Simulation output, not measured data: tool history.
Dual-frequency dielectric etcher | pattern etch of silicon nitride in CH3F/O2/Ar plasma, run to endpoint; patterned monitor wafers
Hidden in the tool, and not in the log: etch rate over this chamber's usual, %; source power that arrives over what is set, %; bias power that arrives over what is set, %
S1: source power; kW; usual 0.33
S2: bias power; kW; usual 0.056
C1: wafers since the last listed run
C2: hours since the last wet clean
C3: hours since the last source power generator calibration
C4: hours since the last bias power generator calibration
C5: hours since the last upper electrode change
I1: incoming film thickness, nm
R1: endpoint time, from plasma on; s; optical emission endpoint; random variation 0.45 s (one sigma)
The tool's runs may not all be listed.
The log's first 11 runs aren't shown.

run    hour    S1     S2    C1     C2      C3      C4      C5     I1    R1
 12  1010.7  0.33  0.056   855  378.8     114  2682.2  5783.2  34.79  62.7
 13  1102.7  0.33  0.056  1070  470.8     206  2774.2  5875.2  35.11  62.3
 14  1180.6  0.33  0.056   906  548.7   283.9  2852.1  5953.1  34.82  62.2
     1304.9  -- wet clean of the chamber
 15  1305.4  0.33  0.056  1173    0.5   408.7  2976.9  6077.9  34.83  59.5
 16  1334.5  0.33  0.069   338   29.6   437.8    3006    6107  34.81  55.1
 17  1430.4  0.38  0.043  1116  125.5   533.7  3101.9  6202.9     35  64.9
 18  1485.5  0.29  0.061   641  180.6   588.8    3157    6258  35.16    62
       1548  -- upper electrode replaced, of another model than before
 19  1568.2  0.26  0.067   683  263.3   671.5  3239.7    20.2  34.73    57
 20  1669.4  0.33  0.056  1178  364.5   772.7  3340.9   121.4  34.58  61.2
 21  1765.4  0.37  0.056  1117  460.5   868.7  3436.9   217.4  35.03  61.6
 22  1851.2  0.26  0.064   998  546.3   954.5  3522.7   303.2  35.15  59.4
 23  1954.3  0.33  0.056  1200  649.4  1057.6  3625.8   406.3  34.56  62.6
     2042.5  -- wet clean of the chamber
     2125.3  -- bias power generator calibrated
 24  2276.9  0.33  0.049  3429  234.4  1380.2   151.6   728.9  35.08    67
 25  2322.8  0.37  0.066   534  280.3  1426.1   197.5   774.8   34.8  53.9
 26  2411.9  0.33  0.056  1037  369.4  1515.2   286.6   863.9  35.32  63.3
 27  2452.2  0.26  0.044   469  409.7  1555.5   326.9   904.2  34.92  74.7
 28  2538.9  0.33  0.056  1009  496.4  1642.2   413.6   990.9  35.09  62.8
 29  2612.1  0.38  0.052   852  569.6  1715.4   486.8  1064.1  34.61  63.6
     2652.9  -- wet clean of the chamber
 30  2684.3  0.38  0.056   561   31.4  1787.6     559  1136.3  34.73  57.5
 31  2743.9  0.33  0.048   693     91  1847.2   618.6  1195.9  35.17  67.4
 32  2783.9  0.26   0.07   465    131  1887.2   658.6  1235.9   34.7  54.5
 33  2863.4   0.4  0.066   925  210.5  1966.7   738.1  1315.4   35.2  53.3
 34  2955.3  0.33  0.056  1069  302.4  2058.6     830  1407.3  34.83    61
 35  3009.2  0.33  0.056   627  356.3  2112.5   883.9  1461.2  34.98  61.3
 36  3106.2  0.26  0.068  1129  453.3  2209.5   980.9  1558.2  35.02    57

3 ways to go on from here, each from the tool as it stands after run 36. What would each give?
  A  3106.6   0.4  0.056   4  453.7  2209.9  981.3  1558.6  34.5   ?
  B  3106.6  0.25  0.065   4  453.7  2209.9  981.3  1558.6  34.5   ?
  C  3106.6  0.37  0.067   4  453.7  2209.9  981.3  1558.6  34.5   ?

run    R1
  A  59.7
  B  58.9
  C  54.4
Without the tool's hidden state the same runs would have given:
run    R1
  A    58
  B  57.2
  C  52.8

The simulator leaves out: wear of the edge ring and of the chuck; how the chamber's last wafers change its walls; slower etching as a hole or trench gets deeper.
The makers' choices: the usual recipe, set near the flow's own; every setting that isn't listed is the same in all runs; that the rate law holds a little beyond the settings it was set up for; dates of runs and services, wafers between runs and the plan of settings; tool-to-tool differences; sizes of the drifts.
